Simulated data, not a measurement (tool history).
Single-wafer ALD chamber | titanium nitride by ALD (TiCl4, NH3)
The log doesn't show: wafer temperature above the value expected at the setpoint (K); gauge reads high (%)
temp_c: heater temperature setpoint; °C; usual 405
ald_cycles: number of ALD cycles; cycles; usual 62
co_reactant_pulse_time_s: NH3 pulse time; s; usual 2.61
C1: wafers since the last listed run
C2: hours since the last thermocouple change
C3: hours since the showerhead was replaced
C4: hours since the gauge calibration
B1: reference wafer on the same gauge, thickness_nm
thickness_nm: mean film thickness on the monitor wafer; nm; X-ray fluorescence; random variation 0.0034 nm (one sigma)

Run 1, hour 0.0: usual settings; C1 0; C2 2163.1; C3 2689.5; C4 35.0; B1 1.111. Result: thickness_nm 1.347 nm.
Run 2, hour 29.8: usual settings; C1 93; C2 2192.9; C3 2719.3; C4 64.8; B1 1.110. Result: thickness_nm 1.341 nm.
Run 3, hour 87.8: usual settings but co_reactant_pulse_time_s 3.04 s; C1 182; C2 2250.9; C3 2777.3; C4 122.8; B1 1.110. Result: thickness_nm 1.343 nm.
Run 4, hour 103.4: usual settings but co_reactant_pulse_time_s 3.04 s; C1 49; C2 2266.5; C3 2792.9; C4 138.4; B1 1.110. Result: thickness_nm 1.345 nm.
Run 5, hour 135.8: usual settings but co_reactant_pulse_time_s 3.04 s; C1 102; C2 2298.9; C3 2825.3; C4 170.8; B1 1.111. Result: thickness_nm 1.350 nm.
Run 6, hour 164.1: usual settings but co_reactant_pulse_time_s 1.86 s; C1 89; C2 2327.2; C3 2853.6; C4 199.1; B1 1.110. Result: thickness_nm 1.322 nm.
Run 7, hour 193.7: usual settings but co_reactant_pulse_time_s 1.86 s; C1 93; C2 2356.8; C3 2883.2; C4 228.7; B1 1.110. Result: thickness_nm 1.325 nm.

The next listed run, before its measurement:
Run 8, hour 226.4: usual settings but ald_cycles 69 cycles, co_reactant_pulse_time_s 3.17 s; C1 103; C2 2389.5; C3 2915.9; C4 261.4; B1 ?. Result: thickness_nm ?.

Run 8 gave B1 1.110, thickness_nm 1.500 nm.
Without the tool's hidden state the same run would have given thickness_nm 1.500 nm.

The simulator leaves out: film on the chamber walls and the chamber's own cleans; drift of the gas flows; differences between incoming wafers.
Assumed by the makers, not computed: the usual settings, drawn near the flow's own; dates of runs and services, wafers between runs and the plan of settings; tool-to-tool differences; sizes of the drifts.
